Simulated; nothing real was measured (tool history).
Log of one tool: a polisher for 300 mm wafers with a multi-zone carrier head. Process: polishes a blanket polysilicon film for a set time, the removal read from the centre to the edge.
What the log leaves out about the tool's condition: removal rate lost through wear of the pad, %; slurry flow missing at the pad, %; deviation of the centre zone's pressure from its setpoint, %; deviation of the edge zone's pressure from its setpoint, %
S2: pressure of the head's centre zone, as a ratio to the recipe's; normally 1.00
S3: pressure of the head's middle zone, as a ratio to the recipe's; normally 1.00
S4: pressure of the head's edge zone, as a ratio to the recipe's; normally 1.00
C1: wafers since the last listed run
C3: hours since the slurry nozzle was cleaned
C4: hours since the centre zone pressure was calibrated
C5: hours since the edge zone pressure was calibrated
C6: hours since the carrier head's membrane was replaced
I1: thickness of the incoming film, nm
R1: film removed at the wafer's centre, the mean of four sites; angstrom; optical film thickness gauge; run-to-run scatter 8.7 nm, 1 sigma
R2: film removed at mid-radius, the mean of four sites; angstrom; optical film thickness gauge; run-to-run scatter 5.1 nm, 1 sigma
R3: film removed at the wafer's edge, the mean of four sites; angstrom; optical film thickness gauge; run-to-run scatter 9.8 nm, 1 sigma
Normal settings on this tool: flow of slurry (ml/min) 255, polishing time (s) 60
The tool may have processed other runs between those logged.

run 1 hour=0.0 | flow_of_slurry_(ml/min)=255 S2=1.00 S3=1.00 S4=1.00 polishing_time_(s)=60 | C1=0 wafers_polished_on_this_pad=4708 C3=102.4 C4=649.0 C5=820.1 C6=1591.3 | I1=1727.0 | R1=5729 R2=5687 R3=6042
-- hour=36.9 worn pad replaced by a new one, repeated, since the last time left the tool worse
run 2 hour=63.4 | flow_of_slurry_(ml/min)=255 S2=1.00 S3=1.00 S4=1.00 polishing_time_(s)=77 | C1=663 wafers_polished_on_this_pad=295 C3=165.8 C4=712.4 C5=883.5 C6=1654.7 | I1=1743.4 | R1=8445 R2=8623 R3=8820
run 3 hour=167.1 | flow_of_slurry_(ml/min)=255 S2=1.00 S3=1.00 S4=1.00 polishing_time_(s)=60 | C1=1158 wafers_polished_on_this_pad=1454 C3=269.5 C4=816.1 C5=987.2 C6=1758.4 | I1=1738.8 | R1=6467 R2=6626 R3=6721
run 4 hour=241.8 | flow_of_slurry_(ml/min)=255 S2=1.00 S3=1.00 S4=1.00 polishing_time_(s)=60 | C1=834 wafers_polished_on_this_pad=2289 C3=344.2 C4=890.8 C5=1061.9 C6=1833.1 | I1=1720.6 | R1=6437 R2=6412 R3=6805
-- hour=313.5 carrier head's membrane replaced by a new one
run 5 hour=349.3 | flow_of_slurry_(ml/min)=255 S2=1.00 S3=1.00 S4=1.00 polishing_time_(s)=50 | C1=1145 wafers_polished_on_this_pad=3434 C3=451.7 C4=998.3 C5=1169.4 C6=35.8 | I1=1749.8 | R1=5227 R2=5364 R3=5440
-- hour=362.8 edge zone pressure recalibrated
run 6 hour=405.7 | flow_of_slurry_(ml/min)=230 S2=0.94 S3=1.00 S4=1.00 polishing_time_(s)=60 | C1=607 wafers_polished_on_this_pad=4042 C3=508.1 C4=1054.7 C5=42.9 C6=92.2 | I1=1751.2 | R1=5971 R2=6381 R3=6481
-- hour=438.2 slurry nozzle cleaned
run 7 hour=500.0 | flow_of_slurry_(ml/min)=255 S2=1.00 S3=1.00 S4=0.96 polishing_time_(s)=60 | C1=1042 wafers_polished_on_this_pad=5084 C3=61.8 C4=1149.0 C5=137.2 C6=186.5 | I1=1773.9 | R1=6323 R2=6398 R3=6342
run 8 hour=591.4 | flow_of_slurry_(ml/min)=165 S2=0.92 S3=1.00 S4=1.00 polishing_time_(s)=60 | C1=1021 wafers_polished_on_this_pad=6105 C3=153.2 C4=1240.4 C5=228.6 C6=277.9 | I1=1723.1 | R1=5467 R2=6147 R3=6317
run 9 hour=637.2 | flow_of_slurry_(ml/min)=255 S2=1.00 S3=1.05 S4=0.96 polishing_time_(s)=60 | C1=511 wafers_polished_on_this_pad=6617 C3=199.0 C4=1286.2 C5=274.4 C6=323.7 | I1=1739.1 | R1=6355 R2=6591 R3=6499
-- hour=696.2 worn pad replaced by a new one
run 10 hour=744.8 | flow_of_slurry_(ml/min)=255 S2=1.00 S3=1.00 S4=1.00 polishing_time_(s)=60 | C1=1157 wafers_polished_on_this_pad=542 C3=306.6 C4=1393.8 C5=382.0 C6=431.3 | I1=1742.8 | R1=6516 R2=6586 R3=6623
-- hour=780.8 centre zone pressure recalibrated
run 11 hour=784.7 | flow_of_slurry_(ml/min)=255 S2=1.00 S3=1.00 S4=1.00 polishing_time_(s)=60 | C1=423 wafers_polished_on_this_pad=966 C3=346.5 C4=3.9 C5=421.9 C6=471.2 | I1=1714.2 | R1=6451 R2=6520 R3=6845
run 12 hour=845.6 | flow_of_slurry_(ml/min)=255 S2=0.91 S3=1.00 S4=1.00 polishing_time_(s)=60 | C1=680 wafers_polished_on_this_pad=1646 C3=407.4 C4=64.8 C5=482.8 C6=532.1 | I1=1730.5 | R1=5858 R2=6405 R3=6675
run 13 hour=948.9 | flow_of_slurry_(ml/min)=255 S2=1.00 S3=1.00 S4=1.00 polishing_time_(s)=60 | C1=1154 wafers_polished_on_this_pad=2800 C3=510.7 C4=168.1 C5=586.1 C6=635.4 | I1=1718.8 | R1=6292 R2=6387 R3=6704
run 14 hour=993.5 | flow_of_slurry_(ml/min)=210 S2=1.00 S3=1.00 S4=1.00 polishing_time_(s)=52 | C1=498 wafers_polished_on_this_pad=3299 C3=555.3 C4=212.7 C5=630.7 C6=680.0 | I1=1742.6 | R1=5388 R2=5390 R3=5694
-- hour=1027.7 slurry nozzle cleaned
run 15 hour=1049.0 | flow_of_slurry_(ml/min)=185 S2=1.00 S3=1.07 S4=1.04 polishing_time_(s)=40 | C1=608 wafers_polished_on_this_pad=3908 C3=21.3 C4=268.2 C5=686.2 C6=735.5 | I1=1761.1 | R1=4097 R2=4374 R3=4262
run 16 hour=1098.6 | flow_of_slurry_(ml/min)=325 S2=1.00 S3=1.00 S4=1.04 polishing_time_(s)=60 | C1=554 wafers_polished_on_this_pad=4462 C3=70.9 C4=317.8 C5=735.8 C6=785.1 | I1=1749.4 | R1=6433 R2=6410 R3=6594
run 17 hour=1179.9 | flow_of_slurry_(ml/min)=285 S2=1.00 S3=0.95 S4=1.00 polishing_time_(s)=81 | C1=908 wafers_polished_on_this_pad=5370 C3=152.2 C4=399.1 C5=817.1 C6=866.4 | I1=1710.4 | R1=8556 R2=8117 R3=8736
run 18 hour=1242.4 | flow_of_slurry_(ml/min)=165 S2=0.96 S3=1.00 S4=1.00 polishing_time_(s)=60 | C1=698 wafers_polished_on_this_pad=6068 C3=214.7 C4=461.6 C5=879.6 C6=928.9 | I1=1742.6 | R1=5631 R2=5993 R3=6433
run 19 hour=1325.7 | flow_of_slurry_(ml/min)=210 S2=1.00 S3=1.00 S4=1.00 polishing_time_(s)=60 | C1=930 wafers_polished_on_this_pad=6999 C3=298.0 C4=544.9 C5=962.9 C6=1012.2 | I1=1770.5 | R1=6154 R2=6221 R3=6444
-- hour=1348.2 worn pad replaced by a new one
run 20 hour=1369.6 | flow_of_slurry_(ml/min)=330 S2=1.00 S3=0.93 S4=1.00 polishing_time_(s)=60 | C1=445 wafers_polished_on_this_pad=239 C3=341.9 C4=588.8 C5=1006.8 C6=1056.1 | I1=1754.4 | R1=6512 R2=6333 R3=7014
run 21 hour=1465.6 | flow_of_slurry_(ml/min)=255 S2=1.00 S3=1.05 S4=0.90 polishing_time_(s)=70 | C1=1072 wafers_polished_on_this_pad=1311 C3=437.9 C4=684.8 C5=1102.8 C6=1152.1 | I1=1708.2 | R1=7590 R2=7882 R3=7317
run 22 hour=1567.2 | flow_of_slurry_(ml/min)=280 S2=1.09 S3=1.00 S4=1.09 polishing_time_(s)=50 | C1=1135 wafers_polished_on_this_pad=2446 C3=539.5 C4=786.4 C5=1204.4 C6=1253.7 | I1=1761.4 | R1=5837 R2=5343 R3=5764

Entry by entry between the runs, the difference in hidden state between the last listed run before and the first listed run after:
From run 1 to run 2: worn pad replaced by a new one, repeated, since the last time left the tool worse (hour 36.9)
  removal rate lost through wear of the pad, %: 15.5 -> 1.01
  the result without the hidden state subtracted from the measured one, R1: -1051 -> -87 angstrom; R2: -1043 -> -88 angstrom; R3: -1109 -> -90 angstrom
From run 4 to run 5: carrier head's membrane replaced by a new one (hour 313.5)
  removal rate lost through wear of the pad, %: 3.98 -> 4.82
  the result without the hidden state subtracted from the measured one, R1: -267 -> -265 angstrom; R2: -265 -> -271 angstrom; R3: -282 -> -275 angstrom
From run 5 to run 6: edge zone pressure recalibrated (hour 362.8)
  removal rate lost through wear of the pad, %: 4.82 -> 5.1
  the result without the hidden state subtracted from the measured one, R1: -265 -> -321 angstrom; R2: -271 -> -344 angstrom; R3: -275 -> -349 angstrom
From run 6 to run 7: slurry nozzle cleaned (hour 438.2)
  removal rate lost through wear of the pad, %: 5.1 -> 5.43
  the result without the hidden state subtracted from the measured one, R1: -321 -> -364 angstrom; R2: -344 -> -368 angstrom; R3: -349 -> -364 angstrom
From run 9 to run 10: worn pad replaced by a new one (hour 696.2)
  removal rate lost through wear of the pad, %: 5.7 -> 2.13
  the result without the hidden state subtracted from the measured one, R1: -385 -> -142 angstrom; R2: -399 -> -143 angstrom; R3: -393 -> -144 angstrom
From run 10 to run 11: centre zone pressure recalibrated (hour 780.8)
  removal rate lost through wear of the pad, %: 2.13 -> 2.94
  the result without the hidden state subtracted from the measured one, R1: -142 -> -195 angstrom; R2: -143 -> -197 angstrom; R3: -144 -> -207 angstrom
From run 14 to run 15: slurry nozzle cleaned (hour 1027.7)
  removal rate lost through wear of the pad, %: 5.31 -> 5.62
  the result without the hidden state subtracted from the measured one, R1: -302 -> -244 angstrom; R2: -302 -> -260 angstrom; R3: -319 -> -253 angstrom
From run 19 to run 20: worn pad replaced by a new one (hour 1348.2)
  removal rate lost through wear of the pad, %: 6.32 -> 1.24
  the result without the hidden state subtracted from the measured one, R1: -415 -> -82 angstrom; R2: -420 -> -79 angstrom; R3: -435 -> -88 angstrom
